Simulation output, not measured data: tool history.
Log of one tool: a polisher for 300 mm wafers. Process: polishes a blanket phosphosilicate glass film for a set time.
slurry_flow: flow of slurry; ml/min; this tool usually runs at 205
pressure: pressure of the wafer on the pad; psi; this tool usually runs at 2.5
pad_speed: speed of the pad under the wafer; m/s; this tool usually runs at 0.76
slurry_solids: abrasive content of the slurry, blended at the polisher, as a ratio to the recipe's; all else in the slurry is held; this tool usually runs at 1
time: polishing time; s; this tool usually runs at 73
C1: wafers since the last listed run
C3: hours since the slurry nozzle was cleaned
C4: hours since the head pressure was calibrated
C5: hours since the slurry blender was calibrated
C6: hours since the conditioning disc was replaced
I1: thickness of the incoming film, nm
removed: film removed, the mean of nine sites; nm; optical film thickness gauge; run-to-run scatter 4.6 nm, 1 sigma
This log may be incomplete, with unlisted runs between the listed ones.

Run 1, hour 0: usual settings but time 66 s; C1 0; wafers polished on this pad 29; C3 386.6; C4 94.8; C5 244.4; C6 83.7; I1 2917.6. Result: removed 286.7 nm.
Run 2, hour 55.5: usual settings but time 66 s; C1 409; wafers polished on this pad 439; C3 442.1; C4 150.3; C5 299.9; C6 139.2; I1 2893.9. Result: removed 278.8 nm.
At hour 194.6: worn pad replaced by a new one.
At hour 195.6: slurry blender recalibrated.
Run 3, hour 208.5: usual settings but time 66 s; C1 1092; wafers polished on this pad 95; C3 595.1; C4 303.3; C5 12.9; C6 292.2; I1 2898.2. Result: removed 277.1 nm.
Run 4, hour 263: usual settings; C1 402; wafers polished on this pad 497; C3 649.6; C4 357.8; C5 67.4; C6 346.7; I1 2891.3. Result: removed 303.7 nm.
Run 5, hour 315.4: usual settings but slurry_flow 155 ml/min; C1 386; wafers polished on this pad 884; C3 702; C4 410.2; C5 119.8; C6 399.1; I1 2949.5. Result: removed 283.3 nm.
Run 6, hour 367.4: usual settings but slurry_flow 155 ml/min; C1 383; wafers polished on this pad 1268; C3 754; C4 462.2; C5 171.8; C6 451.1; I1 2911.8. Result: removed 284.5 nm.
At hour 378.9: worn pad replaced by a new one.
At hour 400: conditioning disc replaced and pad reconditioned.
Run 7, hour 407.3: usual settings; C1 250; wafers polished on this pad 195; C3 793.9; C4 502.1; C5 211.7; C6 7.3; I1 2904.3. Result: removed 303.2 nm.
At hour 434.9: slurry nozzle cleaned.
Run 8, hour 492.9: usual settings; C1 624; wafers polished on this pad 819; C3 58; C4 587.7; C5 297.3; C6 92.9; I1 2895.3. Result: removed 298.3 nm.
At hour 565.6: worn pad replaced by a new one.
Run 9, hour 576.7: usual settings but slurry_flow 250 ml/min, pad_speed 0.6 m/s, time 65 s; C1 589; wafers polished on this pad 81; C3 141.8; C4 671.5; C5 381.1; C6 176.7; I1 2894.2. Result: removed 231.3 nm.
At hour 644.7: slurry blender recalibrated.
Run 10, hour 663.2: usual settings; C1 623; wafers polished on this pad 705; C3 228.3; C4 758; C5 18.5; C6 263.2; I1 2907. Result: removed 295.2 nm.
At hour 716.4: head pressure recalibrated.
Run 11, hour 723.7: usual settings but slurry_flow 140 ml/min, pressure 2.1 psi, pad_speed 0.86 m/s, slurry_solids 0.85; C1 431; wafers polished on this pad 1137; C3 288.8; C4 7.3; C5 79; C6 323.7; I1 2954.5. Result: removed 262.3 nm.
At hour 803.1: worn pad replaced by a new one.
Run 12, hour 828: usual settings; C1 740; wafers polished on this pad 183; C3 393.1; C4 111.6; C5 183.3; C6 428; I1 2868.7. Result: removed 317.8 nm.
Run 13, hour 872.6: usual settings but slurry_flow 250 ml/min, pad_speed 0.68 m/s; C1 329; wafers polished on this pad 512; C3 437.7; C4 156.2; C5 227.9; C6 472.6; I1 2921.9. Result: removed 296 nm.
At hour 885: conditioning disc replaced and pad reconditioned.
Run 14, hour 948.8: usual settings but pressure 2.2 psi, slurry_solids 0.7, time 66 s; C1 547; wafers polished on this pad 1060; C3 513.9; C4 232.4; C5 304.1; C6 63.8; I1 2915.7. Result: removed 211.1 nm.
Run 15, hour 985.3: usual settings but pressure 3.1 psi, time 92 s; C1 269; wafers polished on this pad 1329; C3 550.4; C4 268.9; C5 340.6; C6 100.3; I1 2866.5. Result: removed 466.4 nm.
At hour 1033.1: worn pad replaced by a new one.
Run 16, hour 1043: usual settings but slurry_flow 230 ml/min; C1 396; wafers polished on this pad 72; C3 608.1; C4 326.6; C5 398.3; C6 158; I1 2926.4. Result: removed 305.3 nm.

Below are 5 alternative next runs, each starting from the tool's condition after run 16. Predict each:
Run A, hour 1043.5: usual settings; C1 3; wafers polished on this pad 76; C3 608.6; C4 327.1; C5 398.8; C6 158.5; I1 2866.7. Result: removed ?.
Run B, hour 1043.5: usual settings but slurry_flow 165 ml/min, slurry_solids 0.7, time 47 s; C1 3; wafers polished on this pad 76; C3 608.6; C4 327.1; C5 398.8; C6 158.5; I1 2866.7. Result: removed ?.
Run C, hour 1043.5: usual settings but pad_speed 0.86 m/s, time 54 s; C1 3; wafers polished on this pad 76; C3 608.6; C4 327.1; C5 398.8; C6 158.5; I1 2866.7. Result: removed ?.
Run D, hour 1043.5: usual settings but slurry_solids 0.8; C1 3; wafers polished on this pad 76; C3 608.6; C4 327.1; C5 398.8; C6 158.5; I1 2866.7. Result: removed ?.
Run E, hour 1043.5: usual settings but slurry_solids 0.7, time 59 s; C1 3; wafers polished on this pad 76; C3 608.6; C4 327.1; C5 398.8; C6 158.5; I1 2866.7. Result: removed ?.

run  removed
  A    299.1
  B    155.7
  C    239.5
  D    268.7
  E    202.4
With no hidden state in the tool, these same runs would have given:
run  removed
  A    323.4
  B    168.4
  C    258.9
  D    290.5
  E    218.8

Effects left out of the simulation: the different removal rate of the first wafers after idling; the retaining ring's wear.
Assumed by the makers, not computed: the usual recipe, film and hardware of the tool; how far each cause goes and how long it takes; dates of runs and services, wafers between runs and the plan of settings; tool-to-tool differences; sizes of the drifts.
